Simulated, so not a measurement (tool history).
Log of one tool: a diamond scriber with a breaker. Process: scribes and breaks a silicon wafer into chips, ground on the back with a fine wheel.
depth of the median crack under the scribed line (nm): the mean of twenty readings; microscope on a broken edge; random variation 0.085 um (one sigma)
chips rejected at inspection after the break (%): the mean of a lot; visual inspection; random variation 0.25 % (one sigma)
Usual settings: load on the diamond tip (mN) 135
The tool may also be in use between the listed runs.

run   hour  load on the diamond tip (mN)  incoming depth of the damage left on the back of the incoming wafer, um  depth of the median crack under the scribed line (nm)  chips rejected at inspection after the break (%)
  1    0.0                           119                                                                     2.02                                                   5210                                             13.50
  2    8.1                           110                                                                     2.51                                                   5050                                             20.55
  3   22.9                           145                                                                     2.26                                                   5680                                              9.29
  4   40.9                           145                                                                     1.81                                                   5790                                              7.35
  5   48.6                           145                                                                     2.17                                                   5740                                              9.38
  6   61.5                           158                                                                     2.09                                                   6040                                              6.94
  7   71.8                           135                                                                     1.60                                                   5490                                             10.06
  8   82.3                           135                                                                     1.96                                                   5520                                             11.09
  9   98.0                           135                                                                     2.54                                                   5600                                             13.16
 10  116.0                           135                                                                     2.71                                                   5550                                             16.32
 11  122.1                           135                                                                     2.39                                                   5510                                             12.91
 12  137.9                           135                                                                     2.89                                                   5550                                             16.48
 13  149.8                           135                                                                     2.44                                                   5550                                             13.86
 14  156.8                           135                                                                     2.78                                                   5570                                             16.17
 15  168.8                           135                                                                     1.63                                                   5460                                              8.70
 16  176.2                           152                                                                     2.50                                                   5830                                              9.25
 17  189.5                           152                                                                     2.25                                                   5810                                              9.18
     193.8  -- diamond tip replaced by a new one
 18  197.8                           150                                                                     2.36                                                   6930                                              5.09
 19  216.6                           135                                                                     1.87                                                   6580                                              3.24
 20  228.0                           135                                                                     2.81                                                   6550                                              7.93
 21  242.8                           135                                                                     2.80                                                   6410                                              8.60
 22  257.1                           135                                                                     1.74                                                   6320                                              3.49
 23  269.3                           109                                                                     2.91                                                   5630                                             13.91
 24  277.9                           135                                                                     2.54                                                   6350                                              7.00
 25  286.5                           148                                                                     1.95                                                   6550                                              3.49
 26  298.7                           160                                                                     1.91                                                   7090                                              3.15
     306.7  -- load on the tip recalibrated
 27  315.8                           116                                                                     3.00                                                   5910                                             14.28
 28  331.0                           120                                                                     1.66                                                   6030                                              5.71
 29  348.7                           114                                                                     1.81                                                   5730                                              7.91
 30  362.5                           117                                                                     2.51                                                   5690                                             10.06
 31  370.2                           110                                                                     2.04                                                   5570                                              9.09
 32  387.8                           153                                                                     2.48                                                   6320                                              6.18
 33  401.9                           107                                                                     2.13                                                   5520                                             10.26
 34  415.5                           161                                                                     2.34                                                   6670                                              4.88
 35  424.2                           174                                                                     2.09                                                   7000                                              3.77
 36  431.1                            95                                                                     2.95                                                   5090                                             21.39
 37  443.7                           163                                                                     1.69                                                   6650                                              2.88
 38  451.9                           106                                                                     2.05                                                   5390                                             13.55
 39  463.8                           163                                                                     2.93                                                   6580                                              7.63
 40  476.0                           170                                                                     1.53                                                   6650                                              2.70

Some steps in depth of the median crack under the scribed line (nm) between neighbouring runs. How much of each would the tool show without its hidden state too (settings, what came in, random variation), and how much is left for the hidden state, with any gauge scatter that isn't in both results?
The hidden state here: share of the diamond tip's cutting effectiveness lost through wear, %; deviation of the load on the tip from its setpoint, %.
Run 17 -> 18: load on the diamond tip (mN) 152 -> 150, diamond tip replaced by a new one. depth of the median crack under the scribed line (nm) +1120: hidden state +1200, all else -80.
Run 35 -> 36: load on the diamond tip (mN) 174 -> 95. depth of the median crack under the scribed line (nm) -1910: hidden state +210, all else -2120.
Run 36 -> 37: load on the diamond tip (mN) 95 -> 163. depth of the median crack under the scribed line (nm) +1560: hidden state -220, all else +1780.
Run 37 -> 38: load on the diamond tip (mN) 163 -> 106. depth of the median crack under the scribed line (nm) -1260: hidden state +150, all else -1410.
